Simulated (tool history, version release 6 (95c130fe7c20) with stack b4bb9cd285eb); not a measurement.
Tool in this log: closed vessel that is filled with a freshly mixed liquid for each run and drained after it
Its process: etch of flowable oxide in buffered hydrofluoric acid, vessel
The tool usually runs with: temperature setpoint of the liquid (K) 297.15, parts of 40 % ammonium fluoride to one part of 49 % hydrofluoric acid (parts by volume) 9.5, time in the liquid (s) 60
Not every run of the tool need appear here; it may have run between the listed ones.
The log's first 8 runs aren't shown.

run,hour,temperature setpoint of the liquid (K),parts of 40 % ammonium fluoride to one part of 49 % hydrofluoric acid (parts by volume),time in the liquid (s),"read-back film thickness of the flowable oxide reference wafer, read on the same gauge (nm)",thickness taken off the flowable oxide on a monitor wafer (angstrom)
9,622.7,297.15,9.5,60,39.99,2381.2
10,670.5,297.15,9.5,60,40.01,2378.5
11,762.9,297.15,9.5,60,40.02,2330.6
12,814.9,297.15,9.5,60,40.03,2337.8
# hour 849.2: thermometer replaced
13,853.7,297.15,9.5,60,40.02,2246.1
# hour 895.6: hydrofluoric acid flow meter replaced
14,947.6,297.15,9.5,60,40.03,2251.3
15,1003,297.15,9.5,40,40.01,1482.6
16,1102.4,297.15,9.5,60,40.04,2218.6
17,1205.2,297.15,13,70,40,1920.3
18,1278.2,299.15,6,70,40,4366.9

What does the tool deliver on the next run?
19,1382.9,297.15,7.5,40,?,?

read-back film thickness of the flowable oxide reference wafer, read on the same gauge (nm): 40.04
thickness taken off the flowable oxide on a monitor wafer (angstrom): 1839.6
Take away the tool's hidden state, keep the run-to-run variation as it was, and the same run would have given thickness taken off the flowable oxide on a monitor wafer (angstrom) 2133.8.
